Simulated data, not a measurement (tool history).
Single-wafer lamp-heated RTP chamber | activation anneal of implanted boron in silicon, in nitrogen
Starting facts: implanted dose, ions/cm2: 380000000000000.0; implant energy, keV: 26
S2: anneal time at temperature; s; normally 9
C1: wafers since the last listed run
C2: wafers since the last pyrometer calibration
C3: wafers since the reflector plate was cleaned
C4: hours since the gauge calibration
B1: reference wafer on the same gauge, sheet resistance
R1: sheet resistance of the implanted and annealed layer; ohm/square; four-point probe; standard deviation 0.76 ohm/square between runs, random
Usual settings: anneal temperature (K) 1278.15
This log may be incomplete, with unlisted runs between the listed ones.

{"run": 1, "hour": 0.0, "anneal temperature (K)": 1278.15, "S2": 9, "C1": 0, "C2": 2384, "C3": 8324, "C4": 153.5, "B1": 282.15, "R1": 290.25}
{"run": 2, "hour": 24.3, "anneal temperature (K)": 1278.15, "S2": 9, "C1": 271, "C2": 2655, "C3": 8595, "C4": 177.8, "B1": 281.97, "R1": 289.68}
{"run": 3, "hour": 53.8, "anneal temperature (K)": 1278.15, "S2": 9, "C1": 329, "C2": 2985, "C3": 8925, "C4": 207.3, "B1": 281.91, "R1": 289.05}
{"run": 4, "hour": 80.2, "anneal temperature (K)": 1278.15, "S2": 9, "C1": 294, "C2": 3280, "C3": 9220, "C4": 233.7, "B1": 282.32, "R1": 289.26}
{"hour": 117.8, "done": "pyrometer window cleaned and pyrometer calibrated"}
{"run": 5, "hour": 118.3, "anneal temperature (K)": 1278.15, "S2": 9, "C1": 336, "C2": 5, "C3": 9556, "C4": 271.8, "B1": 281.9, "R1": 293.46}
{"run": 6, "hour": 130.8, "anneal temperature (K)": 1278.15, "S2": 9, "C1": 139, "C2": 144, "C3": 9695, "C4": 284.3, "B1": 282.07, "R1": 292.63}
{"run": 7, "hour": 144.5, "anneal temperature (K)": 1262.15, "S2": 9, "C1": 153, "C2": 297, "C3": 9848, "C4": 298, "B1": 282.26, "R1": 300.99}
{"run": 8, "hour": 169.3, "anneal temperature (K)": 1278.15, "S2": 9, "C1": 276, "C2": 574, "C3": 10125, "C4": 322.8, "B1": 282.01, "R1": 289.77}
{"run": 9, "hour": 183.7, "anneal temperature (K)": 1278.15, "S2": 9, "C1": 160, "C2": 735, "C3": 10286, "C4": 337.2, "B1": 281.94, "R1": 291.24}
{"run": 10, "hour": 218.6, "anneal temperature (K)": 1278.15, "S2": 9, "C1": 389, "C2": 1125, "C3": 10676, "C4": 372.1, "B1": 281.83, "R1": 290.2}
{"run": 11, "hour": 244.8, "anneal temperature (K)": 1278.15, "S2": 9, "C1": 292, "C2": 1417, "C3": 10968, "C4": 398.3, "B1": 282.11, "R1": 289.49}
{"run": 12, "hour": 275.7, "anneal temperature (K)": 1278.15, "S2": 9, "C1": 345, "C2": 1763, "C3": 11314, "C4": 429.2, "B1": 281.97, "R1": 288.01}
{"run": 13, "hour": 351.4, "anneal temperature (K)": 1278.15, "S2": 9, "C1": 845, "C2": 2608, "C3": 12159, "C4": 504.9, "B1": 281.77, "R1": 289.76}
{"hour": 362.9, "done": "reflector plate cleaned"}
{"run": 14, "hour": 373.3, "anneal temperature (K)": 1278.15, "S2": 9, "C1": 155, "C2": 2763, "C3": 116, "C4": 526.8, "B1": 282.12, "R1": 288.64}
{"run": 15, "hour": 385.4, "anneal temperature (K)": 1278.15, "S2": 5, "C1": 135, "C2": 2898, "C3": 251, "C4": 538.9, "B1": 281.76, "R1": 290.03}
{"run": 16, "hour": 403.4, "anneal temperature (K)": 1278.15, "S2": 9, "C1": 201, "C2": 3099, "C3": 452, "C4": 556.9, "B1": 281.92, "R1": 287.56}
{"hour": 415.1, "done": "gauge calibrated"}
{"run": 17, "hour": 432.2, "anneal temperature (K)": 1297.15, "S2": 11, "C1": 321, "C2": 3421, "C3": 773, "C4": 17.1, "B1": 281.82, "R1": 285.2}
{"hour": 445.3, "done": "pyrometer window cleaned and pyrometer calibrated"}
{"run": 18, "hour": 460.5, "anneal temperature (K)": 1303.15, "S2": 9, "C1": 226, "C2": 169, "C3": 1000, "C4": 45.4, "B1": 281.93, "R1": 285.06}
{"run": 19, "hour": 476.0, "anneal temperature (K)": 1291.15, "S2": 9, "C1": 173, "C2": 342, "C3": 1173, "C4": 60.9, "B1": 281.82, "R1": 288.51}
{"run": 20, "hour": 510.9, "anneal temperature (K)": 1265.15, "S2": 9, "C1": 389, "C2": 732, "C3": 1563, "C4": 95.8, "B1": 281.93, "R1": 294.98}
{"run": 21, "hour": 530.2, "anneal temperature (K)": 1278.15, "S2": 9, "C1": 215, "C2": 947, "C3": 1779, "C4": 115.1, "B1": 282.12, "R1": 288.81}
{"run": 22, "hour": 542.9, "anneal temperature (K)": 1267.15, "S2": 13, "C1": 141, "C2": 1089, "C3": 1920, "C4": 127.8, "B1": 281.86, "R1": 292.93}
{"run": 23, "hour": 555.7, "anneal temperature (K)": 1298.15, "S2": 9, "C1": 142, "C2": 1232, "C3": 2063, "C4": 140.6, "B1": 281.93, "R1": 286.67}
{"run": 24, "hour": 578.5, "anneal temperature (K)": 1289.15, "S2": 5, "C1": 254, "C2": 1487, "C3": 2318, "C4": 163.4, "B1": 281.56, "R1": 288.12}
{"run": 25, "hour": 614.0, "anneal temperature (K)": 1278.15, "S2": 9, "C1": 396, "C2": 1883, "C3": 2715, "C4": 198.9, "B1": 282.33, "R1": 289.27}
{"run": 26, "hour": 637.5, "anneal temperature (K)": 1292.15, "S2": 5, "C1": 262, "C2": 2146, "C3": 2977, "C4": 222.4, "B1": 282, "R1": 288.35}
{"run": 27, "hour": 732.6, "anneal temperature (K)": 1287.15, "S2": 12, "C1": 1062, "C2": 3208, "C3": 4039, "C4": 317.5, "B1": 282.01, "R1": 286.3}
{"hour": 744.2, "done": "pyrometer window cleaned and pyrometer calibrated"}
{"run": 28, "hour": 757.3, "anneal temperature (K)": 1278.15, "S2": 9, "C1": 186, "C2": 146, "C3": 4226, "C4": 342.2, "B1": 281.78, "R1": 291.35}
{"run": 29, "hour": 775.3, "anneal temperature (K)": 1293.15, "S2": 5, "C1": 201, "C2": 347, "C3": 4427, "C4": 360.2, "B1": 281.75, "R1": 288.95}
{"run": 30, "hour": 802.3, "anneal temperature (K)": 1301.15, "S2": 9, "C1": 301, "C2": 648, "C3": 4728, "C4": 387.2, "B1": 282.07, "R1": 285.63}
{"run": 31, "hour": 871.1, "anneal temperature (K)": 1303.15, "S2": 12, "C1": 768, "C2": 1417, "C3": 5497, "C4": 456, "B1": 282.07, "R1": 285.9}

Pick out some run-to-run changes in R1. Of each, how much would a tool without hidden state show as well, from the settings, what came in and chance, and how much is left for the hidden state and any gauge scatter not in both results compared?
Hidden conditions of the tool in this case: true wafer temperature minus pyrometer reading, K; wafer temperature error from the tarnished reflector plate, K; gauge reads high (%).
Run 4 -> 5: pyrometer window cleaned and pyrometer calibrated. R1 +4.2 ohm/square: hidden state +3.66, all else +0.54.
Run 6 -> 7: anneal temperature (K) 1278.15 -> 1262.15. R1 +8.36 ohm/square: hidden state -2.52, all else +10.88.
Run 7 -> 8: anneal temperature (K) 1262.15 -> 1278.15. R1 -11.22 ohm/square: hidden state +1.28, all else -12.5.
Run 19 -> 20: anneal temperature (K) 1291.15 -> 1265.15. R1 +6.47 ohm/square: hidden state -4.24, all else +10.71.
Run 22 -> 23: anneal temperature (K) 1267.15 -> 1298.15, S2 13 -> 9. R1 -6.26 ohm/square: hidden state +3.69, all else -9.95.
